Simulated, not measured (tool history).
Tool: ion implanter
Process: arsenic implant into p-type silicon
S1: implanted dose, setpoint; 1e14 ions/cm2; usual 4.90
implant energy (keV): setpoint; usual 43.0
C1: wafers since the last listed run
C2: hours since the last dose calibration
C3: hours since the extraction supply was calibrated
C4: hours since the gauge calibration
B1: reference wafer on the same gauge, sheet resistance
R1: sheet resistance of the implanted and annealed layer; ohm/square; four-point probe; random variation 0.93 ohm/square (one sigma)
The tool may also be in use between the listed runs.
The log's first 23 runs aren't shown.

{"run": 24, "day": 23.188, "S1": 4.35, "implant energy (keV)": 43.0, "C1": 510, "C2": 312.6, "C3": 125.2, "C4": 44.5, "B1": 216.01, "R1": 203.98}
{"run": 25, "day": 24.429, "S1": 5.67, "implant energy (keV)": 49.0, "C1": 547, "C2": 342.4, "C3": 155.0, "C4": 74.3, "B1": 216.26, "R1": 162.98}
{"run": 26, "day": 25.108, "S1": 5.68, "implant energy (keV)": 56.5, "C1": 299, "C2": 358.7, "C3": 171.3, "C4": 90.6, "B1": 216.38, "R1": 159.63}
{"run": 27, "day": 26.45, "S1": 4.9, "implant energy (keV)": 55.0, "C1": 591, "C2": 390.9, "C3": 203.5, "C4": 122.8, "B1": 216.26, "R1": 179.93}
{"run": 28, "day": 27.279, "S1": 6.36, "implant energy (keV)": 43.0, "C1": 365, "C2": 410.8, "C3": 223.4, "C4": 142.7, "B1": 216.22, "R1": 152.52}
{"run": 29, "day": 27.879, "S1": 4.9, "implant energy (keV)": 43.0, "C1": 264, "C2": 425.2, "C3": 237.8, "C4": 157.1, "B1": 216.35, "R1": 187.66}
{"run": 30, "day": 28.625, "S1": 5.48, "implant energy (keV)": 49.5, "C1": 328, "C2": 443.1, "C3": 255.7, "C4": 175.0, "B1": 216.12, "R1": 167.12}
{"run": 31, "day": 29.983, "S1": 6.09, "implant energy (keV)": 53.5, "C1": 598, "C2": 475.7, "C3": 288.3, "C4": 207.6, "B1": 215.58, "R1": 151.83}
{"day": 30.35, "done": "Faraday cup replaced and dose calibrated"}
{"run": 32, "day": 30.896, "S1": 3.76, "implant energy (keV)": 57.0, "C1": 255, "C2": 13.1, "C3": 310.2, "C4": 229.5, "B1": 215.89, "R1": 225.36}
{"run": 33, "day": 32.112, "S1": 5.5, "implant energy (keV)": 31.5, "C1": 536, "C2": 42.3, "C3": 339.4, "C4": 258.7, "B1": 215.86, "R1": 184.23}
{"run": 34, "day": 33.512, "S1": 5.99, "implant energy (keV)": 29.0, "C1": 616, "C2": 75.9, "C3": 373.0, "C4": 292.3, "B1": 216.34, "R1": 172.4}
{"run": 35, "day": 34.296, "S1": 5.47, "implant energy (keV)": 47.5, "C1": 345, "C2": 94.7, "C3": 391.8, "C4": 311.1, "B1": 216.06, "R1": 171.86}
{"run": 36, "day": 35.758, "S1": 4.9, "implant energy (keV)": 43.0, "C1": 644, "C2": 129.8, "C3": 426.9, "C4": 346.2, "B1": 216.16, "R1": 188.49}

Forecast each of these 5 alternatives for the next run:
{"run": "A", "day": 35.775, "S1": 4.9, "implant energy (keV)": 28.5, "C1": 7, "C2": 130.2, "C3": 427.3, "C4": 346.6, "B1": "?", "R1": "?"}
{"run": "B", "day": 35.775, "S1": 4.12, "implant energy (keV)": 29.5, "C1": 7, "C2": 130.2, "C3": 427.3, "C4": 346.6, "B1": "?", "R1": "?"}
{"run": "C", "day": 35.775, "S1": 4.9, "implant energy (keV)": 47.0, "C1": 7, "C2": 130.2, "C3": 427.3, "C4": 346.6, "B1": "?", "R1": "?"}
{"run": "D", "day": 35.775, "S1": 5.78, "implant energy (keV)": 43.0, "C1": 7, "C2": 130.2, "C3": 427.3, "C4": 346.6, "B1": "?", "R1": "?"}
{"run": "E", "day": 35.775, "S1": 3.46, "implant energy (keV)": 48.0, "C1": 7, "C2": 130.2, "C3": 427.3, "C4": 346.6, "B1": "?", "R1": "?"}

run=A B1=216.14 R1=199.30
run=B B1=216.14 R1=225.81
run=C B1=216.14 R1=184.81
run=D B1=216.14 R1=164.77
run=E B1=216.14 R1=240.07
Without the tool's hidden state the same runs would have given:
run=A R1=203.33
run=B R1=230.40
run=C R1=188.67
run=D R1=168.24
run=E R1=244.93
